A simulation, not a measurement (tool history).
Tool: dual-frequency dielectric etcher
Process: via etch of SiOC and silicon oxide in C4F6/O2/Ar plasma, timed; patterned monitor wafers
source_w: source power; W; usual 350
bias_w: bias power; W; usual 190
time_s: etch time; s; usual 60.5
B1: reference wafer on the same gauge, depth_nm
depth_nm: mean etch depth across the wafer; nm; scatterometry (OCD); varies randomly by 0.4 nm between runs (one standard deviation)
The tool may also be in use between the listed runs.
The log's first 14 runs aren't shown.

Run 15, hour 655.9: usual settings but bias_w 208 W, time_s 67.0 s; B1 60.9. Result: depth_nm 68.7 nm.
At hour 692.9: bias power generator calibrated.
Run 16, hour 695.6: usual settings; B1 60.9. Result: depth_nm 60.7 nm.
Run 17, hour 824.8: usual settings; B1 60.9. Result: depth_nm 59.4 nm.
At hour 870.8: source power generator calibrated.
Run 18, hour 877.8: usual settings but source_w 260 W, bias_w 229 W, time_s 53.0 s; B1 60.9. Result: depth_nm 50.6 nm.
Run 19, hour 921.7: usual settings but source_w 390 W; B1 60.9. Result: depth_nm 61.6 nm.
Run 20, hour 949.2: usual settings but time_s 74.0 s; B1 60.9. Result: depth_nm 71.9 nm.
Run 21, hour 1018.1: usual settings but source_w 290 W; B1 60.9. Result: depth_nm 54.7 nm.
Run 22, hour 1063.7: usual settings but source_w 320 W, bias_w 216 W, time_s 70.0 s; B1 60.8. Result: depth_nm 68.4 nm.
Run 23, hour 1115.5: usual settings but source_w 380 W, bias_w 227 W, time_s 54.5 s; B1 60.9. Result: depth_nm 57.8 nm.
Run 24, hour 1166.1: usual settings but source_w 320 W, bias_w 220 W, time_s 77.5 s; B1 60.9. Result: depth_nm 75.8 nm.
At hour 1190.7: wet clean of the chamber.
Run 25, hour 1237.0: usual settings but source_w 280 W, time_s 46.0 s; B1 60.8. Result: depth_nm 42.6 nm.
Run 26, hour 1285.1: usual settings but source_w 420 W, bias_w 164 W, time_s 44.5 s; B1 60.9. Result: depth_nm 45.1 nm.
Run 27, hour 1354.3: usual settings but bias_w 222 W, time_s 44.0 s; B1 61.0. Result: depth_nm 46.8 nm.
Run 28, hour 1414.5: usual settings but bias_w 234 W, time_s 78.0 s; B1 60.9. Result: depth_nm 84.2 nm.
Run 29, hour 1444.8: usual settings but source_w 320 W; B1 60.9. Result: depth_nm 58.2 nm.
Run 30, hour 1472.7: usual settings; B1 60.9. Result: depth_nm 59.7 nm.
Run 31, hour 1535.2: usual settings; B1 61.0. Result: depth_nm 58.7 nm.

What if the next run were any one of these 3? Each begins from the tool's condition after run 31:
Run A, hour 1535.6: usual settings but time_s 49.0 s; B1 ?. Result: depth_nm ?.
Run B, hour 1535.6: usual settings but bias_w 226 W, time_s 55.5 s; B1 ?. Result: depth_nm ?.
Run C, hour 1535.6: usual settings but source_w 390 W, bias_w 154 W, time_s 76.5 s; B1 ?. Result: depth_nm ?.

run    B1  depth_nm
  A  60.9      48.3
  B  60.9      58.4
  C  60.9      72.4
Without the tool's hidden state the same runs would have given:
run  depth_nm
  A      50.0
  B      60.5
  C      75.0
